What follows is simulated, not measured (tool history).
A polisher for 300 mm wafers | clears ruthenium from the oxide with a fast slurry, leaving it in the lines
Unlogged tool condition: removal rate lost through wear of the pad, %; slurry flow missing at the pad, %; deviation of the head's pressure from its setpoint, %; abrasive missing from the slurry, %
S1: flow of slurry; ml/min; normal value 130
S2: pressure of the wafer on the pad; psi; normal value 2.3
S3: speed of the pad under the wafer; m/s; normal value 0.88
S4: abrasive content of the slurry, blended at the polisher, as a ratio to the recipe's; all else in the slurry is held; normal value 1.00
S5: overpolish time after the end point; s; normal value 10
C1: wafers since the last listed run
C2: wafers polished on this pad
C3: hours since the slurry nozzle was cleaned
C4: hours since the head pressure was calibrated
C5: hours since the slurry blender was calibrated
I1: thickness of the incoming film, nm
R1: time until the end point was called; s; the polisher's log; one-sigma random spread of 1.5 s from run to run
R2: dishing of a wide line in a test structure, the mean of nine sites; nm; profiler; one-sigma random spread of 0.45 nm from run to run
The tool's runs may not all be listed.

run 1 hour=0.0 | S1=130 S2=2.3 S3=0.88 S4=1.00 S5=10 | C1=0 C2=169 C3=132.7 C4=481.2 C5=332.1 | I1=299.7 | R1=87.0 R2=25.0
run 2 hour=13.8 | S1=130 S2=2.3 S3=0.88 S4=1.00 S5=10 | C1=119 C2=289 C3=146.5 C4=495.0 C5=345.9 | I1=298.7 | R1=88.0 R2=24.9
run 3 hour=39.4 | S1=130 S2=2.3 S3=0.88 S4=1.00 S5=10 | C1=222 C2=511 C3=172.1 C4=520.6 C5=371.5 | I1=296.0 | R1=90.9 R2=25.1
run 4 hour=71.3 | S1=130 S2=2.3 S3=0.88 S4=1.00 S5=10 | C1=276 C2=788 C3=204.0 C4=552.5 C5=403.4 | I1=298.9 | R1=92.9 R2=24.9
-- hour=105.1 slurry blender recalibrated
run 5 hour=120.4 | S1=130 S2=2.3 S3=0.88 S4=1.00 S5=10 | C1=408 C2=1196 C3=253.1 C4=601.6 C5=15.3 | I1=300.1 | R1=94.2 R2=23.9
run 6 hour=132.7 | S1=130 S2=2.3 S3=0.88 S4=1.00 S5=10 | C1=106 C2=1303 C3=265.4 C4=613.9 C5=27.6 | I1=306.6 | R1=93.5 R2=23.8
run 7 hour=153.1 | S1=160 S2=2.3 S3=0.88 S4=1.00 S5=10 | C1=176 C2=1480 C3=285.8 C4=634.3 C5=48.0 | I1=302.0 | R1=93.5 R2=23.8
run 8 hour=167.8 | S1=160 S2=2.3 S3=0.88 S4=1.00 S5=10 | C1=127 C2=1607 C3=300.5 C4=649.0 C5=62.7 | I1=300.6 | R1=92.5 R2=24.5
-- hour=173.1 worn pad replaced by a new one
run 9 hour=188.3 | S1=130 S2=2.3 S3=0.88 S4=1.00 S5=10 | C1=143 C2=132 C3=321.0 C4=669.5 C5=83.2 | I1=305.2 | R1=83.9 R2=26.8
run 10 hour=217.0 | S1=130 S2=2.3 S3=0.88 S4=1.00 S5=10 | C1=248 C2=381 C3=349.7 C4=698.2 C5=111.9 | I1=301.1 | R1=85.9 R2=25.1
run 11 hour=229.4 | S1=130 S2=2.3 S3=0.88 S4=1.00 S5=14 | C1=107 C2=488 C3=362.1 C4=710.6 C5=124.3 | I1=299.8 | R1=90.3 R2=34.2
run 12 hour=243.2 | S1=130 S2=2.3 S3=0.88 S4=1.00 S5=14 | C1=119 C2=608 C3=375.9 C4=724.4 C5=138.1 | I1=303.2 | R1=91.5 R2=33.6
run 13 hour=268.4 | S1=100 S2=2.3 S3=0.88 S4=1.00 S5=10 | C1=218 C2=827 C3=401.1 C4=749.6 C5=163.3 | I1=300.8 | R1=92.6 R2=23.7
run 14 hour=290.8 | S1=130 S2=2.3 S3=0.88 S4=1.00 S5=10 | C1=194 C2=1021 C3=423.5 C4=772.0 C5=185.7 | I1=296.0 | R1=90.7 R2=24.1
-- hour=367.8 worn pad replaced by a new one
run 15 hour=374.5 | S1=130 S2=2.3 S3=0.88 S4=1.00 S5=10 | C1=691 C2=58 C3=507.2 C4=855.7 C5=269.4 | I1=302.6 | R1=82.4 R2=26.4
run 16 hour=390.5 | S1=130 S2=1.9 S3=0.88 S4=1.00 S5=12 | C1=138 C2=197 C3=523.2 C4=871.7 C5=285.4 | I1=301.9 | R1=99.9 R2=26.2
run 17 hour=420.6 | S1=130 S2=1.7 S3=0.88 S4=1.30 S5=10 | C1=261 C2=458 C3=553.3 C4=901.8 C5=315.5 | I1=300.2 | R1=99.5 R2=22.0
run 18 hour=446.8 | S1=130 S2=2.3 S3=0.88 S4=0.85 S5=10 | C1=227 C2=685 C3=579.5 C4=928.0 C5=341.7 | I1=300.7 | R1=99.8 R2=23.0
run 19 hour=460.1 | S1=130 S2=2.3 S3=0.88 S4=1.00 S5=12 | C1=115 C2=800 C3=592.8 C4=941.3 C5=355.0 | I1=305.4 | R1=93.5 R2=29.6
run 20 hour=480.5 | S1=130 S2=2.3 S3=0.88 S4=1.00 S5=10 | C1=176 C2=977 C3=613.2 C4=961.7 C5=375.4 | I1=298.1 | R1=89.1 R2=25.0
run 21 hour=499.6 | S1=130 S2=2.3 S3=0.74 S4=1.00 S5=10 | C1=165 C2=1143 C3=632.3 C4=980.8 C5=394.5 | I1=300.8 | R1=104.8 R2=21.9
-- hour=540.2 worn pad replaced by a new one, of another model than before
run 22 hour=546.1 | S1=155 S2=2.9 S3=0.88 S4=1.00 S5=10 | C1=368 C2=51 C3=678.8 C4=1027.3 C5=441.0 | I1=303.4 | R1=70.7 R2=31.7
run 23 hour=565.1 | S1=130 S2=2.3 S3=0.88 S4=1.00 S5=10 | C1=164 C2=216 C3=697.8 C4=1046.3 C5=460.0 | I1=304.2 | R1=89.0 R2=25.9
run 24 hour=577.4 | S1=160 S2=2.3 S3=0.88 S4=1.00 S5=10 | C1=106 C2=322 C3=710.1 C4=1058.6 C5=472.3 | I1=294.2 | R1=82.7 R2=26.6
-- hour=594.7 slurry nozzle cleaned
-- hour=610.9 slurry blender recalibrated
-- hour=616.9 head pressure recalibrated
run 25 hour=676.5 | S1=130 S2=2.3 S3=0.88 S4=0.80 S5=12 | C1=816 C2=1139 C3=81.8 C4=59.6 C5=65.6 | I1=303.1 | R1=108.5 R2=24.3
-- hour=695.4 worn pad replaced by a new one
run 26 hour=737.0 | S1=130 S2=2.3 S3=0.88 S4=1.00 S5=10 | C1=490 C2=360 C3=142.3 C4=120.1 C5=126.1 | I1=296.9 | R1=86.0 R2=25.8
run 27 hour=786.4 | S1=130 S2=2.3 S3=0.88 S4=1.00 S5=10 | C1=428 C2=789 C3=191.7 C4=169.5 C5=175.5 | I1=301.6 | R1=88.9 R2=24.8
run 28 hour=803.8 | S1=130 S2=2.3 S3=1.18 S4=1.00 S5=5 | C1=150 C2=940 C3=209.1 C4=186.9 C5=192.9 | I1=299.6 | R1=75.4 R2=15.0

Selected run-to-run steps in R1, each split into two signed amounts: the part the tool would show with no hidden state at all (from settings, incoming material and random variation), and the remainder, which goes to the hidden state together with any gauge scatter not common to the measured and the hidden-state-free results:
Run 8 -> 9: S1 160 -> 130, worn pad replaced by a new one. R1 -8.6 s: hidden state -10.8, all else +2.2.
Run 14 -> 15: worn pad replaced by a new one. R1 -8.3 s: hidden state -9.9, all else +1.6.
Run 21 -> 22: S1 130 -> 155, S2 2.3 -> 2.9, S3 0.74 -> 0.88, worn pad replaced by a new one, of another model than before. R1 -34.1 s: hidden state -9.0, all else -25.1.
Run 24 -> 25: S1 160 -> 130, S4 1.00 -> 0.80, S5 10 -> 12, slurry nozzle cleaned, slurry blender recalibrated, head pressure recalibrated. R1 +25.8 s: hidden state +8.1, all else +17.7.
